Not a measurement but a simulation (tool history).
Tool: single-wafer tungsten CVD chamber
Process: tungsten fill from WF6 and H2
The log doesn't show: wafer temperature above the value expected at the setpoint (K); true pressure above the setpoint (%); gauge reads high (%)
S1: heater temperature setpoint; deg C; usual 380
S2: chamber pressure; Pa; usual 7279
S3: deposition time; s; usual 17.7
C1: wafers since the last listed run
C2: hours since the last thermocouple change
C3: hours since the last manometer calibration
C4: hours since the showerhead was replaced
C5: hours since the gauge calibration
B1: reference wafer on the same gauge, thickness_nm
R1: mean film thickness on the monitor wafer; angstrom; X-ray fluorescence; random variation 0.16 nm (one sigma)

Run 1, hour 0: usual settings; C1 0; C2 636.9; C3 688.3; C4 6774.2; C5 682.2; B1 50.855. Result: R1 444.94 angstrom.
Run 2, hour 48.6: usual settings; C1 1564; C2 685.5; C3 736.9; C4 6822.8; C5 730.8; B1 50.855. Result: R1 446.91 angstrom.
Run 3, hour 77.5: usual settings; C1 930; C2 714.4; C3 765.8; C4 6851.7; C5 759.7; B1 50.841. Result: R1 445.74 angstrom.
Run 4, hour 114.5: usual settings but S3 18.6 s; C1 1190; C2 751.4; C3 802.8; C4 6888.7; C5 796.7; B1 50.776. Result: R1 466.34 angstrom.
Run 5, hour 160.6: usual settings but S3 18.6 s; C1 1483; C2 797.5; C3 848.9; C4 6934.8; C5 842.8; B1 50.796. Result: R1 466.07 angstrom.
Run 6, hour 209.1: usual settings but S2 8146 Pa; C1 1560; C2 846; C3 897.4; C4 6983.3; C5 891.3; B1 50.708. Result: R1 464.27 angstrom.
Run 7, hour 277.9: usual settings but S2 8146 Pa; C1 2214; C2 914.8; C3 966.2; C4 7052.1; C5 960.1; B1 50.671. Result: R1 464.53 angstrom.
Run 8, hour 309.5: usual settings but S2 8146 Pa; C1 1017; C2 946.4; C3 997.8; C4 7083.7; C5 991.7; B1 50.855. Result: R1 462.89 angstrom.
At hour 320.4: thermocouple changed; heater temperature recalibrated.
Run 9, hour 371.3: usual settings; C1 1731; C2 50.9; C3 1059.6; C4 7145.5; C5 1053.5; B1 50.749. Result: R1 451.43 angstrom.
Run 10, hour 427.9: usual settings; C1 1821; C2 107.5; C3 1116.2; C4 7202.1; C5 1110.1; B1 50.782. Result: R1 449.62 angstrom.
Run 11, hour 458.2: usual settings; C1 975; C2 137.8; C3 1146.5; C4 7232.4; C5 1140.4; B1 50.834. Result: R1 450.89 angstrom.
At hour 479.8: gauge calibrated.
At hour 507.9: capacitance manometer re-zeroed and calibrated.
Run 12, hour 525.3: usual settings; C1 1902; C2 204.9; C3 17.4; C4 7299.5; C5 45.5; B1 50.815. Result: R1 448.57 angstrom.
Run 13, hour 549.7: usual settings; C1 785; C2 229.3; C3 41.8; C4 7323.9; C5 69.9; B1 50.854. Result: R1 450.29 angstrom.

Run 14 comes next. What will it give?
Run 14, hour 592.2: usual settings but S1 386 deg C, S3 16.8 s; C1 1367; C2 271.8; C3 84.3; C4 7366.4; C5 112.4; B1 ?. Result: R1 ?.

{"run 14": {"B1": 50.83, "R1": 471.89}}
Without the tool's hidden state the same run would have given R1 474.46 angstrom.
